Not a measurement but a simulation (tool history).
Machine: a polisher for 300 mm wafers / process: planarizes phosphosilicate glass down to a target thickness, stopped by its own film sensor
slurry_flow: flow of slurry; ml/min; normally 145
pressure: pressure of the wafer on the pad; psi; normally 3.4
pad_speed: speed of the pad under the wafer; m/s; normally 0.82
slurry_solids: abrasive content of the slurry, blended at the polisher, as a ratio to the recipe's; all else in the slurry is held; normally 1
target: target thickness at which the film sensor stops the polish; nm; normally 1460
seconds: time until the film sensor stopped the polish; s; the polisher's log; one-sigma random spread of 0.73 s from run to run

| run | hour | slurry_flow | pressure | pad_speed | slurry_solids | target | incoming thickness of the incoming film, nm | seconds |
|---|---|---|---|---|---|---|---|---|
| 1 | 0 | 145 | 3.4 | 0.82 | 1 | 1460 | 2038.2 | 63.7 |
| 2 | 70.1 | 145 | 3.4 | 0.82 | 1 | 1460 | 2033.9 | 63.8 |
| 3 | 149.5 | 145 | 3.4 | 0.82 | 1 | 1460 | 2043.6 | 64 |
|  | 184.8 | conditioning disc replaced and pad reconditioned |
|  | 198.9 | slurry blender recalibrated |
|  | 222 | worn pad replaced by a new one |
| 4 | 232.5 | 145 | 3.4 | 0.82 | 1 | 1460 | 2021.1 | 62.4 |
| 5 | 310 | 145 | 3.9 | 0.82 | 1 | 1460 | 2087.3 | 60 |
| 6 | 398.7 | 145 | 3.4 | 0.82 | 1 | 1460 | 2032.4 | 64 |
|  | 430.4 | slurry blender recalibrated |
|  | 436 | worn pad replaced by a new one |
|  | 439.2 | conditioning disc replaced and pad reconditioned |
| 7 | 462.8 | 145 | 3.4 | 0.82 | 1 | 1460 | 2038.5 | 64.4 |
| 8 | 523 | 145 | 3.4 | 0.82 | 1 | 1460 | 2050.2 | 66 |
| 9 | 612.5 | 145 | 3.4 | 0.68 | 1 | 1460 | 2073.6 | 79.5 |
|  | 656.2 | conditioning disc replaced and pad reconditioned |
|  | 678.5 | worn pad replaced by a new one |
|  | 690.2 | slurry blender recalibrated |
| 10 | 699.1 | 190 | 3.4 | 0.82 | 1.3 | 1460 | 2048.2 | 57 |
| 11 | 771.2 | 145 | 3.4 | 0.82 | 1 | 1460 | 2021.4 | 63.6 |
| 12 | 826.3 | 185 | 3.1 | 0.82 | 1 | 1460 | 2035.9 | 68.3 |
|  | 834.3 | head pressure recalibrated |
|  | 865.6 | conditioning disc replaced and pad reconditioned |
|  | 887.8 | worn pad replaced by a new one |
|  | 892.6 | slurry nozzle cleaned |
| 13 | 909.7 | 125 | 2.7 | 0.82 | 1 | 1382 | 2070.6 | 97.5 |
|  | 923.1 | slurry blender recalibrated |
| 14 | 1016.7 | 130 | 3.4 | 1.06 | 1 | 1460 | 2050.1 | 53.4 |
|  | 1072.9 | conditioning disc replaced and pad reconditioned |
| 15 | 1084.3 | 145 | 3.4 | 0.82 | 1 | 1460 | 2058.2 | 67.9 |
|  | 1090.4 | worn pad replaced by a new one |
| 16 | 1145.9 | 145 | 2.3 | 0.82 | 0.75 | 1460 | 2045.7 | 107 |
|  | 1154.6 | slurry blender recalibrated |
| 17 | 1188.1 | 145 | 3.4 | 0.82 | 1 | 1460 | 2019.7 | 62.3 |

Forecast each of these 5 alternatives for the next run:
| A | 1188.5 | 145 | 3.4 | 0.82 | 1 | 1460 | 2070.3 | ? |
| B | 1188.5 | 165 | 2.3 | 0.98 | 0.9 | 1460 | 2070.3 | ? |
| C | 1188.5 | 145 | 3.4 | 0.6 | 0.85 | 1460 | 2070.3 | ? |
| D | 1188.5 | 145 | 2.8 | 1.06 | 1.25 | 1460 | 2070.3 | ? |
| E | 1188.5 | 145 | 2.7 | 0.82 | 0.85 | 1460 | 2070.3 | ? |

| run | seconds |
|---|---|
| A | 66.9 |
| B | 87.9 |
| C | 90.9 |
| D | 61.2 |
| E | 89.8 |
With no hidden state in the tool, these same runs would have given:
| run | seconds |
|---|---|
| A | 66.9 |
| B | 87.9 |
| C | 90.9 |
| D | 61.2 |
| E | 89.8 |
